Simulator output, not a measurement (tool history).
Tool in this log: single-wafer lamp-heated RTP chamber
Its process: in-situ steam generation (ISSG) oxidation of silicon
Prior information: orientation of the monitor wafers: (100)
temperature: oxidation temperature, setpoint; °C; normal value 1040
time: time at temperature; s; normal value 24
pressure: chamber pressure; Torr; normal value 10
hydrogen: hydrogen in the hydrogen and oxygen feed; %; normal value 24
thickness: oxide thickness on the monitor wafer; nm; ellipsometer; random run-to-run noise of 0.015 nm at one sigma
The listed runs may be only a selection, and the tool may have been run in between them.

run,hour,temperature,time,pressure,hydrogen,"read-back reference wafer on the same gauge, thickness",thickness
1,0,1040,24,10,30,5.814,7.036
2,53.1,1040,24,10,30,5.805,7.053
3,112.9,1040,24,10,30,5.816,7.045
4,213.7,1040,24,10,24,5.813,6.747
5,257.5,1040,24,10,24,5.816,6.781
# hour 337.6: pyrometer window cleaned and pyrometer calibrated
6,566.4,1040,24,10,24,5.812,6.869
7,660.1,1040,24,10,24,5.813,6.917
# hour 696.3: pressure gauge zeroed
8,703.5,1035,24,10,24,5.808,6.735
# hour 780.7: pyrometer window cleaned and pyrometer calibrated, repeated, since the last time left the tool worse
# hour 781: hydrogen flow controller replaced
9,791,1040,24,10,24,5.811,6.708
10,848.6,1040,24,10,24,5.811,6.711
11,885.9,1040,33,10,15,5.812,7.242
12,927,1047,27,9.1,24,5.81,7.563
13,989.5,1023,32,10.2,30,5.81,7.466
# hour 1030.8: gauge calibrated
14,1084.4,1056,16,10,24,5.808,6.001
# hour 1126.9: pyrometer window cleaned and pyrometer calibrated
15,1127.4,1040,24,10,24,5.81,6.701
16,1440.2,1040,24,10,24,5.812,6.76
# hour 1524.2: pyrometer window cleaned and pyrometer calibrated
17,1524.7,1040,27,10,15,5.811,6.478
18,1613.3,1024,24,9.5,24,5.804,6.241
19,1715,1026,24,9.2,19,5.812,6.039
20,1794.4,1040,19,10.2,32,5.807,6.329

5 options for the next run, each taken on its own from the tool as it stands now. Forecast them:
A,1794.8,1048,24,10,24,?,?
B,1794.8,1040,24,8.7,28,?,?
C,1794.8,1040,24,10.2,24,?,?
D,1794.8,1050,29,10.2,24,?,?
E,1794.8,1021,21,10,32,?,?

run,"read-back reference wafer on the same gauge, thickness",thickness
A,5.809,7.028
B,5.809,7.119
C,5.809,6.697
D,5.809,7.836
E,5.809,6.084
Without the tool's hidden state the same runs would have given:
run,thickness
A,6.978
B,7.071
C,6.651
D,7.778
E,6.047
